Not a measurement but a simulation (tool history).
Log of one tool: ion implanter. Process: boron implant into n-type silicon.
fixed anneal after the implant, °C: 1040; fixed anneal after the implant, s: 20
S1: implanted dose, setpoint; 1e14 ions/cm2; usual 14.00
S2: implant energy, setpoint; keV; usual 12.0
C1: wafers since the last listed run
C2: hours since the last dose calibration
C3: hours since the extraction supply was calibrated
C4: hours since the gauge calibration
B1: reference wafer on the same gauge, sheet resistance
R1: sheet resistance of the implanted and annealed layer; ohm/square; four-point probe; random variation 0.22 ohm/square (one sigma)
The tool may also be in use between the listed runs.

| run | hour | S1 | S2 | C1 | C2 | C3 | C4 | B1 | R1 |
|---|---|---|---|---|---|---|---|---|---|
| 1 | 0.0 | 14.00 | 10.5 | 0 | 531.9 | 1374.3 | 107.3 | 90.96 | 109.74 |
| 2 | 104.4 | 14.00 | 10.5 | 2190 | 636.3 | 1478.7 | 211.7 | 90.99 | 109.70 |
| 3 | 146.8 | 14.00 | 12.0 | 889 | 678.7 | 1521.1 | 254.1 | 91.00 | 105.98 |
|  | 396.2 | Faraday cup replaced and dose calibrated |
| 4 | 464.7 | 14.00 | 12.0 | 6501 | 68.5 | 1839.0 | 572.0 | 91.01 | 107.46 |
| 5 | 540.3 | 14.00 | 15.0 | 1586 | 144.1 | 1914.6 | 647.6 | 91.00 | 102.98 |
| 6 | 645.6 | 14.00 | 15.0 | 2209 | 249.4 | 2019.9 | 752.9 | 90.96 | 102.60 |
|  | 665.0 | gauge calibrated |
| 7 | 691.2 | 14.00 | 12.0 | 956 | 295.0 | 2065.5 | 26.2 | 90.96 | 106.67 |
| 8 | 750.4 | 17.18 | 12.0 | 1241 | 354.2 | 2124.7 | 85.4 | 90.99 | 95.25 |
| 9 | 814.5 | 17.18 | 12.0 | 1344 | 418.3 | 2188.8 | 149.5 | 91.01 | 95.20 |
| 10 | 893.9 | 14.00 | 14.0 | 1665 | 497.7 | 2268.2 | 228.9 | 90.98 | 103.74 |
|  | 953.1 | extraction supply calibrated |
| 11 | 957.1 | 14.00 | 14.0 | 1158 | 560.9 | 4.0 | 292.1 | 91.11 | 103.36 |

Forecast run 12:
| 12 | 1009.8 | 14.00 | 12.0 | 1105 | 613.6 | 56.7 | 344.8 | ? | ? |

{"run 12": {"B1": 91.02, "R1": 106.32}}
Without the tool's hidden state the same run would have given R1 107.28 ohm/square.

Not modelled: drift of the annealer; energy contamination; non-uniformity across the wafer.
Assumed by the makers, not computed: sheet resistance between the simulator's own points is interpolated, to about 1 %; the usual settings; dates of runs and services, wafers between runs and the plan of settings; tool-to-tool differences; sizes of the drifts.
